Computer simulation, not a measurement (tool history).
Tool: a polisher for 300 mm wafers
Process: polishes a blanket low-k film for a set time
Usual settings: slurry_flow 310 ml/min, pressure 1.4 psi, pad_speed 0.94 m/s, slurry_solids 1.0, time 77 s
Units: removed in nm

run,hour,slurry_flow,pressure,pad_speed,slurry_solids,time,wafers since the last listed run,wafers polished on this pad,hours since the slurry nozzle was cleaned,hours since the head pressure was calibrated,hours since the slurry blender was calibrated,hours since the conditioning disc was replaced,"incoming thickness of the incoming film, nm",removed
1,0.0,265,1.4,0.94,1.0,77,0,1468,387.1,383.5,276.6,78.0,565.3,19.6
# hour 36.5: slurry blender recalibrated
2,60.5,265,1.4,0.94,1.0,77,568,2036,447.6,444.0,24.0,138.5,579.5,20.3
3,92.6,265,1.4,0.94,1.0,77,311,2348,479.7,476.1,56.1,170.6,563.3,20.2
4,162.5,310,1.4,0.94,1.0,77,679,3027,549.6,546.0,126.0,240.5,562.5,19.6
5,199.1,310,1.4,0.94,1.0,77,355,3383,586.2,582.6,162.6,277.1,562.4,19.3
# hour 212.6: worn pad replaced by a new one
6,254.5,310,1.4,0.94,1.0,77,499,406,641.6,638.0,218.0,332.5,579.6,20.9
7,302.7,310,1.4,0.94,0.9,77,468,875,689.8,686.2,266.2,380.7,564.5,19.5
# hour 311.5: slurry nozzle cleaned
# hour 370.1: slurry blender recalibrated
8,371.9,310,1.4,0.94,1.0,77,643,1518,60.4,755.4,1.8,449.9,580.9,21.1
9,396.6,310,1.4,1.24,1.0,77,240,1758,85.1,780.1,26.5,474.6,580.3,25.5
10,449.2,310,1.1,0.94,1.0,77,511,2269,137.7,832.7,79.1,527.2,569.0,17.3
# hour 453.2: conditioning disc replaced and pad reconditioned
11,492.0,310,1.4,1.20,1.0,94,396,2666,180.5,875.5,121.9,38.8,568.4,29.8
12,519.4,310,1.1,1.18,1.0,61,266,2932,207.9,902.9,149.3,66.2,573.6,16.1
# hour 527.0: worn pad replaced by a new one
13,556.0,205,1.4,0.94,1.2,77,316,282,244.5,939.5,185.9,102.8,576.8,20.7
14,595.0,310,1.4,1.12,1.0,77,379,661,283.5,978.5,224.9,141.8,575.1,23.1
# hour 597.0: head pressure recalibrated
15,665.6,310,1.4,0.94,1.0,77,666,1328,354.1,68.6,295.5,212.4,580.1,20.3
16,697.9,345,1.6,0.94,1.2,88,313,1641,386.4,100.9,327.8,244.7,575.9,26.7
# hour 752.0: slurry blender recalibrated
17,768.5,410,1.5,0.94,0.7,91,666,2308,457.0,171.5,16.5,315.3,563.9,22.2
18,812.0,310,1.4,0.94,1.0,77,422,2731,500.5,215.0,60.0,358.8,571.8,19.8
19,842.0,310,1.4,1.14,0.9,77,291,3022,530.5,245.0,90.0,388.8,574.1,21.7
# hour 901.0: worn pad replaced by a new one
20,903.6,310,1.4,0.94,1.0,77,559,25,592.1,306.6,151.6,450.4,572.8,20.6
# hour 953.6: slurry nozzle cleaned
21,968.4,310,1.4,0.94,1.0,77,620,645,14.8,371.4,216.4,515.2,573.5,20.1
22,1013.2,310,1.4,0.94,1.0,77,435,1081,59.6,416.2,261.2,560.0,570.5,20.1
# hour 1038.3: conditioning disc replaced and pad reconditioned
23,1077.7,310,1.8,0.94,1.1,77,607,1688,124.1,480.7,325.7,39.4,572.8,24.4
24,1137.3,310,1.4,0.94,1.0,77,579,2267,183.7,540.3,385.3,99.0,575.4,19.9
# hour 1150.5: slurry blender recalibrated
25,1181.9,375,1.2,0.94,1.0,58,414,2681,228.3,584.9,31.4,143.6,565.3,13.8
# hour 1233.9: worn pad replaced by a new one
26,1236.8,310,1.4,1.04,1.0,77,494,27,283.2,639.8,86.3,198.5,560.1,22.7

3 ways to go on from here, each from the tool as it stands after run 26. What would each give?
A,1237.2,310,1.4,0.94,1.0,77,3,31,283.6,640.2,86.7,198.9,578.4,?
B,1237.2,235,1.8,1.04,1.0,84,3,31,283.6,640.2,86.7,198.9,578.4,?
C,1237.2,310,1.4,1.16,1.0,77,3,31,283.6,640.2,86.7,198.9,578.4,?

run,removed
A,20.7
B,28.7
C,24.5
Without the tool's hidden state the same runs would have given:
run,removed
A,21.6
B,29.9
C,25.5
